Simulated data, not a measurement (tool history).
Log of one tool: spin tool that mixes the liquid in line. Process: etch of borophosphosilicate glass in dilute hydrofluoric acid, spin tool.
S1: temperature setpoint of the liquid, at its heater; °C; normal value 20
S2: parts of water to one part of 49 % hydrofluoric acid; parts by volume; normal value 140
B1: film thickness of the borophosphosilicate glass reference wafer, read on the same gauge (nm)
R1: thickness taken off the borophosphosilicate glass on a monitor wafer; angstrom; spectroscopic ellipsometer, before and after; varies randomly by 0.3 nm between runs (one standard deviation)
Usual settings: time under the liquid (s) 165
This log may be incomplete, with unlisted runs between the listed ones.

{"run": 1, "hour": 0.0, "S1": 20, "S2": 140, "time under the liquid (s)": 165, "B1": 60.03, "R1": 446.9}
{"run": 2, "hour": 12.5, "S1": 20, "S2": 140, "time under the liquid (s)": 165, "B1": 60.03, "R1": 451.3}
{"run": 3, "hour": 28.2, "S1": 20, "S2": 115, "time under the liquid (s)": 165, "B1": 60, "R1": 563.6}
{"run": 4, "hour": 38.5, "S1": 20, "S2": 115, "time under the liquid (s)": 165, "B1": 59.97, "R1": 554.6}
{"run": 5, "hour": 47.6, "S1": 20, "S2": 140, "time under the liquid (s)": 165, "B1": 60.04, "R1": 441.5}
{"run": 6, "hour": 58.7, "S1": 20, "S2": 140, "time under the liquid (s)": 165, "B1": 60.01, "R1": 440.4}
{"run": 7, "hour": 70.9, "S1": 20, "S2": 140, "time under the liquid (s)": 165, "B1": 60.01, "R1": 442.4}
{"hour": 78.6, "done": "hydrofluoric acid flow meter replaced"}
{"run": 8, "hour": 83.6, "S1": 20, "S2": 140, "time under the liquid (s)": 125, "B1": 60.01, "R1": 390}
{"run": 9, "hour": 94.2, "S1": 20, "S2": 140, "time under the liquid (s)": 125, "B1": 60.03, "R1": 387.6}
{"run": 10, "hour": 108.7, "S1": 20, "S2": 140, "time under the liquid (s)": 165, "B1": 60, "R1": 516}
{"run": 11, "hour": 119.2, "S1": 20, "S2": 140, "time under the liquid (s)": 165, "B1": 60.01, "R1": 515.3}
{"run": 12, "hour": 129.8, "S1": 20, "S2": 140, "time under the liquid (s)": 165, "B1": 60, "R1": 514.9}
{"run": 13, "hour": 138.3, "S1": 17, "S2": 140, "time under the liquid (s)": 120, "B1": 60, "R1": 333.1}
{"run": 14, "hour": 152.0, "S1": 21.5, "S2": 205, "time under the liquid (s)": 65, "B1": 60, "R1": 137.5}
{"run": 15, "hour": 164.3, "S1": 20, "S2": 90, "time under the liquid (s)": 255, "B1": 59.97, "R1": 1313.9}
{"run": 16, "hour": 171.2, "S1": 23.5, "S2": 140, "time under the liquid (s)": 165, "B1": 59.99, "R1": 589.5}
{"run": 17, "hour": 177.3, "S1": 20, "S2": 140, "time under the liquid (s)": 165, "B1": 60.03, "R1": 514.1}
{"run": 18, "hour": 193.8, "S1": 20, "S2": 195, "time under the liquid (s)": 105, "B1": 59.99, "R1": 223.2}
{"run": 19, "hour": 205.9, "S1": 22, "S2": 205, "time under the liquid (s)": 90, "B1": 60.02, "R1": 193.2}
{"run": 20, "hour": 213.3, "S1": 20, "S2": 160, "time under the liquid (s)": 165, "B1": 60.02, "R1": 441.2}
{"run": 21, "hour": 219.6, "S1": 23.5, "S2": 140, "time under the liquid (s)": 200, "B1": 59.98, "R1": 719.8}
{"hour": 228.1, "done": "thermometer replaced"}
{"hour": 234.8, "done": "gauge calibrated"}
{"run": 22, "hour": 237.0, "S1": 24.5, "S2": 110, "time under the liquid (s)": 220, "B1": 59.99, "R1": 1080.1}
{"run": 23, "hour": 243.3, "S1": 20, "S2": 140, "time under the liquid (s)": 165, "B1": 60.04, "R1": 517.3}
{"run": 24, "hour": 258.3, "S1": 20, "S2": 140, "time under the liquid (s)": 165, "B1": 59.95, "R1": 516.1}
{"run": 25, "hour": 267.6, "S1": 20, "S2": 140, "time under the liquid (s)": 210, "B1": 60, "R1": 657.5}
{"run": 26, "hour": 280.7, "S1": 20, "S2": 140, "time under the liquid (s)": 190, "B1": 60, "R1": 595.6}
{"run": 27, "hour": 297.0, "S1": 17, "S2": 90, "time under the liquid (s)": 80, "B1": 59.96, "R1": 360.8}
{"run": 28, "hour": 304.2, "S1": 20, "S2": 140, "time under the liquid (s)": 240, "B1": 59.98, "R1": 746.4}
{"run": 29, "hour": 320.4, "S1": 23, "S2": 140, "time under the liquid (s)": 165, "B1": 60.01, "R1": 573.9}
{"run": 30, "hour": 329.5, "S1": 17, "S2": 95, "time under the liquid (s)": 130, "B1": 60, "R1": 554.1}
{"run": 31, "hour": 345.2, "S1": 18, "S2": 140, "time under the liquid (s)": 165, "B1": 60.01, "R1": 466.6}

Results for each run, recomputed without the tool's hidden state and with each run's random variation untouched:
Hidden state at play: liquid hotter than its thermometer reads (K); hydrofluoric acid flow below the setpoint (%); gauge reads high (%).
run=1 R1=519.8
run=2 R1=525.4
run=3 R1=654.6
run=4 R1=644.7
run=5 R1=515.1
run=6 R1=514.1
run=7 R1=516.9
run=8 R1=392.4
run=9 R1=390.2
run=10 R1=519.9
run=11 R1=519.4
run=12 R1=519.4
run=13 R1=336.1
run=14 R1=138.9
run=15 R1=1327.3
run=16 R1=596.1
run=17 R1=520
run=18 R1=226
run=19 R1=195.9
run=20 R1=447.2
run=21 R1=729.9
run=22 R1=1096
run=23 R1=525.2
run=24 R1=524.4
run=25 R1=668.4
run=26 R1=605.9
run=27 R1=367.1
run=28 R1=760.4
run=29 R1=585.3
run=30 R1=564.8
run=31 R1=476.4

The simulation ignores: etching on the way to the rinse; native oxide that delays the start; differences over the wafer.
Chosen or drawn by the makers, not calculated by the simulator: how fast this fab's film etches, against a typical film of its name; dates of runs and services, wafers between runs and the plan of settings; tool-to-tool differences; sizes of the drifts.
